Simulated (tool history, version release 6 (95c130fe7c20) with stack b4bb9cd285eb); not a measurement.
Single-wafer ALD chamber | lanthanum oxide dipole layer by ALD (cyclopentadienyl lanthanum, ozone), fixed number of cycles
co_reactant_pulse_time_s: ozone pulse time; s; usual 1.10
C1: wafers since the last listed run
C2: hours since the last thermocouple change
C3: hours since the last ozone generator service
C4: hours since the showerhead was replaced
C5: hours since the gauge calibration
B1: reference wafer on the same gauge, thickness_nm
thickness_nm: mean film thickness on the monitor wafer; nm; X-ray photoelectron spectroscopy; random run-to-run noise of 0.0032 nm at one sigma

run 1 hour=0.0 | co_reactant_pulse_time_s=1.30 | C1=0 C2=222.3 C3=675.9 C4=3814.7 C5=595.0 | B1=0.602 | thickness_nm=0.555
run 2 hour=55.8 | co_reactant_pulse_time_s=1.36 | C1=1151 C2=278.1 C3=731.7 C4=3870.5 C5=650.8 | B1=0.604 | thickness_nm=0.568
-- hour=87.6 ozone generator serviced
run 3 hour=90.7 | co_reactant_pulse_time_s=1.10 | C1=555 C2=313.0 C3=3.1 C4=3905.4 C5=685.7 | B1=0.604 | thickness_nm=0.543
run 4 hour=147.9 | co_reactant_pulse_time_s=1.35 | C1=1180 C2=370.2 C3=60.3 C4=3962.6 C5=742.9 | B1=0.603 | thickness_nm=0.581
run 5 hour=191.7 | co_reactant_pulse_time_s=1.35 | C1=903 C2=414.0 C3=104.1 C4=4006.4 C5=786.7 | B1=0.602 | thickness_nm=0.568
run 6 hour=218.4 | co_reactant_pulse_time_s=1.35 | C1=550 C2=440.7 C3=130.8 C4=4033.1 C5=813.4 | B1=0.603 | thickness_nm=0.575
run 7 hour=243.3 | co_reactant_pulse_time_s=1.10 | C1=513 C2=465.6 C3=155.7 C4=4058.0 C5=838.3 | B1=0.604 | thickness_nm=0.533
run 8 hour=278.1 | co_reactant_pulse_time_s=1.10 | C1=718 C2=500.4 C3=190.5 C4=4092.8 C5=873.1 | B1=0.603 | thickness_nm=0.532
run 9 hour=324.4 | co_reactant_pulse_time_s=1.10 | C1=955 C2=546.7 C3=236.8 C4=4139.1 C5=919.4 | B1=0.602 | thickness_nm=0.524
run 10 hour=382.6 | co_reactant_pulse_time_s=1.10 | C1=1200 C2=604.9 C3=295.0 C4=4197.3 C5=977.6 | B1=0.603 | thickness_nm=0.528
run 11 hour=428.2 | co_reactant_pulse_time_s=1.10 | C1=940 C2=650.5 C3=340.6 C4=4242.9 C5=1023.2 | B1=0.602 | thickness_nm=0.529
run 12 hour=499.3 | co_reactant_pulse_time_s=1.01 | C1=1467 C2=721.6 C3=411.7 C4=4314.0 C5=1094.3 | B1=0.603 | thickness_nm=0.497
run 13 hour=629.1 | co_reactant_pulse_time_s=1.01 | C1=2678 C2=851.4 C3=541.5 C4=4443.8 C5=1224.1 | B1=0.604 | thickness_nm=0.492
run 14 hour=692.0 | co_reactant_pulse_time_s=1.10 | C1=1297 C2=914.3 C3=604.4 C4=4506.7 C5=1287.0 | B1=0.603 | thickness_nm=0.521
run 15 hour=739.1 | co_reactant_pulse_time_s=1.34 | C1=971 C2=961.4 C3=651.5 C4=4553.8 C5=1334.1 | B1=0.603 | thickness_nm=0.561
run 16 hour=780.5 | co_reactant_pulse_time_s=1.34 | C1=854 C2=1002.8 C3=692.9 C4=4595.2 C5=1375.5 | B1=0.604 | thickness_nm=0.563
run 17 hour=824.5 | co_reactant_pulse_time_s=1.10 | C1=907 C2=1046.8 C3=736.9 C4=4639.2 C5=1419.5 | B1=0.603 | thickness_nm=0.517
-- hour=977.3 ozone generator serviced
run 18 hour=979.3 | co_reactant_pulse_time_s=0.96 | C1=3029 C2=1201.6 C3=2.0 C4=4794.0 C5=1574.3 | B1=0.604 | thickness_nm=0.508
run 19 hour=1048.7 | co_reactant_pulse_time_s=0.90 | C1=1431 C2=1271.0 C3=71.4 C4=4863.4 C5=1643.7 | B1=0.603 | thickness_nm=0.475
run 20 hour=1078.0 | co_reactant_pulse_time_s=1.21 | C1=604 C2=1300.3 C3=100.7 C4=4892.7 C5=1673.0 | B1=0.602 | thickness_nm=0.553
-- hour=1137.0 thermocouple changed; heater temperature recalibrated
run 21 hour=1137.5 | co_reactant_pulse_time_s=1.31 | C1=1062 C2=0.5 C3=160.2 C4=4952.2 C5=1732.5 | B1=0.605 | thickness_nm=0.563
run 22 hour=1178.9 | co_reactant_pulse_time_s=1.47 | C1=854 C2=41.9 C3=201.6 C4=4993.6 C5=1773.9 | B1=0.605 | thickness_nm=0.579
run 23 hour=1248.0 | co_reactant_pulse_time_s=1.36 | C1=1425 C2=111.0 C3=270.7 C4=5062.7 C5=1843.0 | B1=0.603 | thickness_nm=0.567
run 24 hour=1278.6 | co_reactant_pulse_time_s=1.52 | C1=631 C2=141.6 C3=301.3 C4=5093.3 C5=1873.6 | B1=0.603 | thickness_nm=0.582
-- hour=1296.1 showerhead replaced
run 25 hour=1348.1 | co_reactant_pulse_time_s=0.84 | C1=1268 C2=211.1 C3=370.8 C4=52.0 C5=1943.1 | B1=0.603 | thickness_nm=0.430
run 26 hour=1408.8 | co_reactant_pulse_time_s=1.10 | C1=1252 C2=271.8 C3=431.5 C4=112.7 C5=2003.8 | B1=0.603 | thickness_nm=0.517
run 27 hour=1454.1 | co_reactant_pulse_time_s=1.26 | C1=934 C2=317.1 C3=476.8 C4=158.0 C5=2049.1 | B1=0.605 | thickness_nm=0.546
-- hour=1482.0 gauge calibrated
run 28 hour=1519.2 | co_reactant_pulse_time_s=1.10 | C1=1343 C2=382.2 C3=541.9 C4=223.1 C5=37.2 | B1=0.603 | thickness_nm=0.513
run 29 hour=1579.9 | co_reactant_pulse_time_s=1.40 | C1=1252 C2=442.9 C3=602.6 C4=283.8 C5=97.9 | B1=0.603 | thickness_nm=0.571
run 30 hour=1618.6 | co_reactant_pulse_time_s=1.10 | C1=798 C2=481.6 C3=641.3 C4=322.5 C5=136.6 | B1=0.602 | thickness_nm=0.514
-- hour=1765.5 ozone generator serviced
run 31 hour=1820.2 | co_reactant_pulse_time_s=1.42 | C1=3994 C2=683.2 C3=54.7 C4=524.1 C5=338.2 | B1=0.603 | thickness_nm=0.585
run 32 hour=1878.4 | co_reactant_pulse_time_s=1.10 | C1=1200 C2=741.4 C3=112.9 C4=582.3 C5=396.4 | B1=0.604 | thickness_nm=0.534
run 33 hour=1932.5 | co_reactant_pulse_time_s=0.82 | C1=1116 C2=795.5 C3=167.0 C4=636.4 C5=450.5 | B1=0.604 | thickness_nm=0.436
run 34 hour=1976.7 | co_reactant_pulse_time_s=1.10 | C1=912 C2=839.7 C3=211.2 C4=680.6 C5=494.7 | B1=0.605 | thickness_nm=0.532

Pick out some run-to-run changes in thickness_nm. Of each, how much would a tool without hidden state show as well, from the settings, what came in and chance, and how much is left for the hidden state and any gauge scatter not in both results compared?
Hidden conditions of the tool in this case: wafer temperature above the value expected at the setpoint (K); ozone dose above that of a generator just serviced (%); gauge reads high (%).
Run 17 -> 18: co_reactant_pulse_time_s 1.10 -> 0.96, ozone generator serviced. thickness_nm -0.009 nm: hidden state +0.021, all else -0.030.
Run 24 -> 25: co_reactant_pulse_time_s 1.52 -> 0.84, showerhead replaced. thickness_nm -0.152 nm: hidden state -0.022, all else -0.130.
Run 30 -> 31: co_reactant_pulse_time_s 1.10 -> 1.42, ozone generator serviced. thickness_nm +0.071 nm: hidden state +0.028, all else +0.043.
Run 32 -> 33: co_reactant_pulse_time_s 1.10 -> 0.82. thickness_nm -0.098 nm: hidden state -0.008, all else -0.090.
Run 33 -> 34: co_reactant_pulse_time_s 0.82 -> 1.10. thickness_nm +0.096 nm: hidden state +0.003, all else +0.093.
